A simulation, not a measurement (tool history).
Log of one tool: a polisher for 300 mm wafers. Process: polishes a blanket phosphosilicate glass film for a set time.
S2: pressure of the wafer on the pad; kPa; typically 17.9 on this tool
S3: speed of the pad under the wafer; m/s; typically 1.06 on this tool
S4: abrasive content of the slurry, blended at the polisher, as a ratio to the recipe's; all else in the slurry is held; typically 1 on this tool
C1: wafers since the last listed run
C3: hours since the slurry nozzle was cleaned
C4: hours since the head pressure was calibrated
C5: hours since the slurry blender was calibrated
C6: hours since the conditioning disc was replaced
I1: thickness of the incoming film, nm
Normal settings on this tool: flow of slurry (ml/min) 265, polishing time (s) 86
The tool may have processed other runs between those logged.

Run 1, hour 0: usual settings; C1 0; wafers polished on this pad 1953; C3 506.5; C4 180.2; C5 653.3; C6 392.7; I1 2772.1. Result: film removed (nm) 598.5.
At hour 39.3: slurry blender recalibrated.
Run 2, hour 60.6: usual settings; C1 393; wafers polished on this pad 2347; C3 567.1; C4 240.8; C5 21.3; C6 453.3; I1 2765.1. Result: film removed (nm) 601.5.
At hour 75.1: slurry nozzle cleaned.
Run 3, hour 103.1: usual settings; C1 278; wafers polished on this pad 2626; C3 28; C4 283.3; C5 63.8; C6 495.8; I1 2773.5. Result: film removed (nm) 580.9.
Run 4, hour 191.7: usual settings but S4 1.1, polishing time (s) 71; C1 595; wafers polished on this pad 3221; C3 116.6; C4 371.9; C5 152.4; C6 584.4; I1 2706.9. Result: film removed (nm) 494.5.
At hour 201.8: conditioning disc replaced and pad reconditioned.
At hour 248.8: worn pad replaced by a new one.
Run 5, hour 263.3: usual settings but S4 1.1, polishing time (s) 71; C1 440; wafers polished on this pad 97; C3 188.2; C4 443.5; C5 224; C6 61.5; I1 2738. Result: film removed (nm) 551.1.
Run 6, hour 368.4: usual settings but S2 12.4 kPa; C1 706; wafers polished on this pad 803; C3 293.3; C4 548.6; C5 329.1; C6 166.6; I1 2747.7. Result: film removed (nm) 492.1.
Run 7, hour 464.9: usual settings; C1 648; wafers polished on this pad 1452; C3 389.8; C4 645.1; C5 425.6; C6 263.1; I1 2719.4. Result: film removed (nm) 624.7.
Run 8, hour 539.3: usual settings but flow of slurry (ml/min) 215, S4 0.75; C1 500; wafers polished on this pad 1952; C3 464.2; C4 719.5; C5 500; C6 337.5; I1 2774. Result: film removed (nm) 525.7.
At hour 631.8: slurry blender recalibrated.
Run 9, hour 633.8: usual settings but S4 0.9; C1 621; wafers polished on this pad 2573; C3 558.7; C4 814; C5 2; C6 432; I1 2765.1. Result: film removed (nm) 569.3.
At hour 680.2: head pressure recalibrated.
At hour 681.5: slurry nozzle cleaned.
Run 10, hour 737: usual settings; C1 673; wafers polished on this pad 3247; C3 55.5; C4 56.8; C5 105.2; C6 535.2; I1 2723. Result: film removed (nm) 585.3.
Run 11, hour 797.8: usual settings but S2 21.4 kPa, S4 1.3; C1 408; wafers polished on this pad 3656; C3 116.3; C4 117.6; C5 166; C6 596; I1 2709.7. Result: film removed (nm) 710.4.
At hour 812.3: conditioning disc replaced and pad reconditioned.
At hour 897.2: worn pad replaced by a new one, of another model than before.
Run 12, hour 1017.9: usual settings but flow of slurry (ml/min) 210, S3 0.96 m/s; C1 1438; wafers polished on this pad 810; C3 336.4; C4 337.7; C5 386.1; C6 205.6; I1 2728.3. Result: film removed (nm) 581.3.
Run 13, hour 1103.5: usual settings; C1 575; wafers polished on this pad 1386; C3 422; C4 423.3; C5 471.7; C6 291.2; I1 2699.5. Result: film removed (nm) 611.3.
Run 14, hour 1148.6: usual settings; C1 303; wafers polished on this pad 1689; C3 467.1; C4 468.4; C5 516.8; C6 336.3; I1 2720. Result: film removed (nm) 609.4.
Run 15, hour 1191.6: usual settings but flow of slurry (ml/min) 330; C1 289; wafers polished on this pad 1978; C3 510.1; C4 511.4; C5 559.8; C6 379.3; I1 2702.2. Result: film removed (nm) 611.

Forecast run 16:
Run 16, hour 1272.3: usual settings but flow of slurry (ml/min) 175, S3 0.74 m/s; C1 542; wafers polished on this pad 2520; C3 590.8; C4 592.1; C5 640.5; C6 460; I1 2759.4. Result: film removed (nm) ?.

Run 16 gave film removed (nm) 513.1.
The same run, on a tool lacking any hidden state, would have yielded film removed (nm) 572.7.
